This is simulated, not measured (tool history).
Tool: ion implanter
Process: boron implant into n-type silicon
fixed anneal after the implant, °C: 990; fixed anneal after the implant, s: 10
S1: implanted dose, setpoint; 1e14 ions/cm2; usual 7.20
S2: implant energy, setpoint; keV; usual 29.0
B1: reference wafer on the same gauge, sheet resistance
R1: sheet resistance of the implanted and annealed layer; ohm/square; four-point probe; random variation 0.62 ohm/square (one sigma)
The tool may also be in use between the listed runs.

Run 1, day 0.000: usual settings; B1 189.08. Result: R1 159.46 ohm/square.
Run 2, day 0.733: usual settings; B1 189.05. Result: R1 159.94 ohm/square.
Run 3, day 2.054: usual settings but S1 8.13 1e14 ions/cm2, S2 34.0 keV; B1 189.02. Result: R1 144.10 ohm/square.
Run 4, day 3.046: usual settings but S1 8.13 1e14 ions/cm2, S2 34.0 keV; B1 188.69. Result: R1 144.18 ohm/square.
Run 5, day 3.942: usual settings but S1 5.82 1e14 ions/cm2; B1 188.97. Result: R1 189.74 ohm/square.
Run 6, day 4.521: usual settings but S1 5.82 1e14 ions/cm2; B1 188.81. Result: R1 190.40 ohm/square.
Run 7, day 5.554: usual settings but S2 22.5 keV; B1 188.78. Result: R1 162.63 ohm/square.
Run 8, day 6.071: usual settings but S2 22.5 keV; B1 189.27. Result: R1 160.63 ohm/square.
Run 9, day 7.412: usual settings but S2 25.5 keV; B1 189.04. Result: R1 160.16 ohm/square.
At day 8.158: gauge calibrated.
Run 10, day 8.867: usual settings but S2 25.5 keV; B1 188.96. Result: R1 159.24 ohm/square.
Run 11, day 9.404: usual settings but S1 5.16 1e14 ions/cm2, S2 21.5 keV; B1 188.97. Result: R1 210.99 ohm/square.
At day 10.200: Faraday cup replaced and dose calibrated.
At day 10.821: extraction supply calibrated.
Run 12, day 10.842: usual settings; B1 189.03. Result: R1 164.26 ohm/square.
Run 13, day 11.804: usual settings; B1 189.25. Result: R1 165.40 ohm/square.
Run 14, day 13.258: usual settings but S1 9.21 1e14 ions/cm2, S2 34.5 keV; B1 188.97. Result: R1 133.98 ohm/square.
Run 15, day 14.446: usual settings but S1 7.86 1e14 ions/cm2, S2 38.0 keV; B1 188.76. Result: R1 151.31 ohm/square.
Run 16, day 15.446: usual settings but S1 9.06 1e14 ions/cm2, S2 22.5 keV; B1 188.94. Result: R1 139.00 ohm/square.
Run 17, day 16.921: usual settings; B1 189.16. Result: R1 165.46 ohm/square.
Run 18, day 18.367: usual settings but S1 9.27 1e14 ions/cm2, S2 20.0 keV; B1 189.05. Result: R1 138.58 ohm/square.
Run 19, day 19.017: usual settings but S1 6.35 1e14 ions/cm2, S2 37.0 keV; B1 189.14. Result: R1 180.55 ohm/square.
Run 20, day 19.567: usual settings but S1 9.29 1e14 ions/cm2; B1 189.13. Result: R1 133.42 ohm/square.
Run 21, day 20.450: usual settings but S1 9.21 1e14 ions/cm2, S2 34.5 keV; B1 189.17. Result: R1 134.08 ohm/square.

Measured less the same run without the tool's hidden state. The same run-to-run variation is in both; the gauge's scatter may not be:
The hidden state here: deviation of the true dose from the Faraday cup's reading, %; deviation of the true energy from its setpoint, %; gauge reads high (%).
run     R1
  1  -5.14
  2  -5.33
  3  -5.02
  4  -5.24
  5  -7.14
  6  -7.35
  7  -6.63
  8  -6.69
  9  -7.07
 10  -7.44
 11  -9.76
 12  -0.38
 13  -0.39
 14  -0.33
 15  -0.41
 16  -0.39
 17  -0.54
 18  -0.48
 19  -0.71
 20  -0.54
 21  -0.59
